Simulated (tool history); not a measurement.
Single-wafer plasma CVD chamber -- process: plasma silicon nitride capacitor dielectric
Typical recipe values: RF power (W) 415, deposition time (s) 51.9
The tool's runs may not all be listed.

| run | day | RF power (W) | deposition time (s) | wafers since the last listed run | hours since the last RF generator calibration | hours since the showerhead was replaced | hours since the gauge calibration | read-back reference wafer on the same gauge, thickness_nm | mean film thickness on the monitor wafer (angstrom) |
|---|---|---|---|---|---|---|---|---|---|
| 1 | 0 | 415 | 51.9 | 0 | 1394.7 | 4847.8 | 575.8 | 72.864 | 707.11 |
| 2 | 1.55 | 415 | 51.9 | 809 | 1431.9 | 4885 | 613 | 72.82 | 706.44 |
| 3 | 2.588 | 415 | 51.9 | 541 | 1456.8 | 4909.9 | 637.9 | 72.809 | 707.52 |
|  | 3.033 | gauge calibrated |
| 4 | 4.079 | 415 | 48.3 | 778 | 1492.6 | 4945.7 | 25.1 | 72.757 | 658.62 |
| 5 | 5.562 | 415 | 48.3 | 774 | 1528.2 | 4981.3 | 60.7 | 72.866 | 657.38 |
| 6 | 8.038 | 415 | 48.3 | 1292 | 1587.6 | 5040.7 | 120.1 | 72.77 | 657.94 |
| 7 | 10.242 | 450 | 47.4 | 1150 | 1640.5 | 5093.6 | 173 | 72.829 | 659.87 |
| 8 | 11.546 | 450 | 47.4 | 680 | 1671.8 | 5124.9 | 204.3 | 72.826 | 659.7 |
| 9 | 14.342 | 415 | 51.9 | 1459 | 1738.9 | 5192 | 271.4 | 72.775 | 707.61 |
| 10 | 16.346 | 415 | 51.9 | 1046 | 1787 | 5240.1 | 319.5 | 72.787 | 708.02 |
| 11 | 17.492 | 415 | 51.9 | 598 | 1814.5 | 5267.6 | 347 | 72.763 | 709.15 |
|  | 20.058 | showerhead replaced |
| 12 | 20.079 | 415 | 51.9 | 1176 | 1876.6 | 0.5 | 409.1 | 72.75 | 707.07 |
| 13 | 21.525 | 415 | 51.9 | 754 | 1911.3 | 35.2 | 443.8 | 72.762 | 706.11 |
| 14 | 24.446 | 370 | 51.9 | 1525 | 1981.4 | 105.3 | 513.9 | 72.82 | 684.96 |
|  | 27.8 | RF generator calibrated |
| 15 | 32.167 | 450 | 47.4 | 3857 | 104.8 | 290.6 | 699.2 | 72.818 | 661.04 |
| 16 | 33.288 | 350 | 56.7 | 585 | 131.7 | 317.5 | 726.1 | 72.78 | 739.27 |
| 17 | 35.562 | 465 | 49.1 | 1187 | 186.3 | 372.1 | 780.7 | 72.778 | 689.8 |
|  | 37.562 | gauge calibrated |
| 18 | 37.9 | 415 | 42.8 | 1220 | 242.4 | 428.2 | 8.1 | 72.821 | 582.37 |
| 19 | 39.617 | 335 | 51.9 | 896 | 283.6 | 469.4 | 49.3 | 72.713 | 669.27 |
| 20 | 42.454 | 415 | 58.2 | 1481 | 351.7 | 537.5 | 117.4 | 72.826 | 795.15 |
| 21 | 45.121 | 465 | 62.1 | 1392 | 415.7 | 601.5 | 181.4 | 72.799 | 872.16 |
| 22 | 46.708 | 480 | 51.9 | 828 | 453.8 | 639.6 | 219.5 | 72.8 | 733.86 |
| 23 | 48.558 | 395 | 51.9 | 965 | 498.2 | 684 | 263.9 | 72.835 | 700.14 |
| 24 | 50.321 | 415 | 57.6 | 920 | 540.5 | 726.3 | 306.2 | 72.771 | 786.95 |
| 25 | 52.512 | 415 | 51.9 | 1144 | 593.1 | 778.9 | 358.8 | 72.796 | 706.12 |
| 26 | 54.838 | 375 | 47.8 | 1213 | 648.9 | 834.7 | 414.6 | 72.837 | 636.83 |

Branching from run 26: 3 alternative next runs. What would each branch give?
| A | 54.854 | 415 | 51.9 | 8 | 649.3 | 835.1 | 415 | ? | ? |
| B | 54.854 | 415 | 60.8 | 8 | 649.3 | 835.1 | 415 | ? | ? |
| C | 54.854 | 445 | 45.7 | 8 | 649.3 | 835.1 | 415 | ? | ? |

| run | read-back reference wafer on the same gauge, thickness_nm | mean film thickness on the monitor wafer (angstrom) |
|---|---|---|
| A | 72.834 | 706.84 |
| B | 72.834 | 828.06 |
| C | 72.834 | 633.77 |
Stripped of hidden state, with their random variation kept, the same runs would have yielded:
| run | mean film thickness on the monitor wafer (angstrom) |
|---|---|
| A | 706.84 |
| B | 828.06 |
| C | 633.77 |

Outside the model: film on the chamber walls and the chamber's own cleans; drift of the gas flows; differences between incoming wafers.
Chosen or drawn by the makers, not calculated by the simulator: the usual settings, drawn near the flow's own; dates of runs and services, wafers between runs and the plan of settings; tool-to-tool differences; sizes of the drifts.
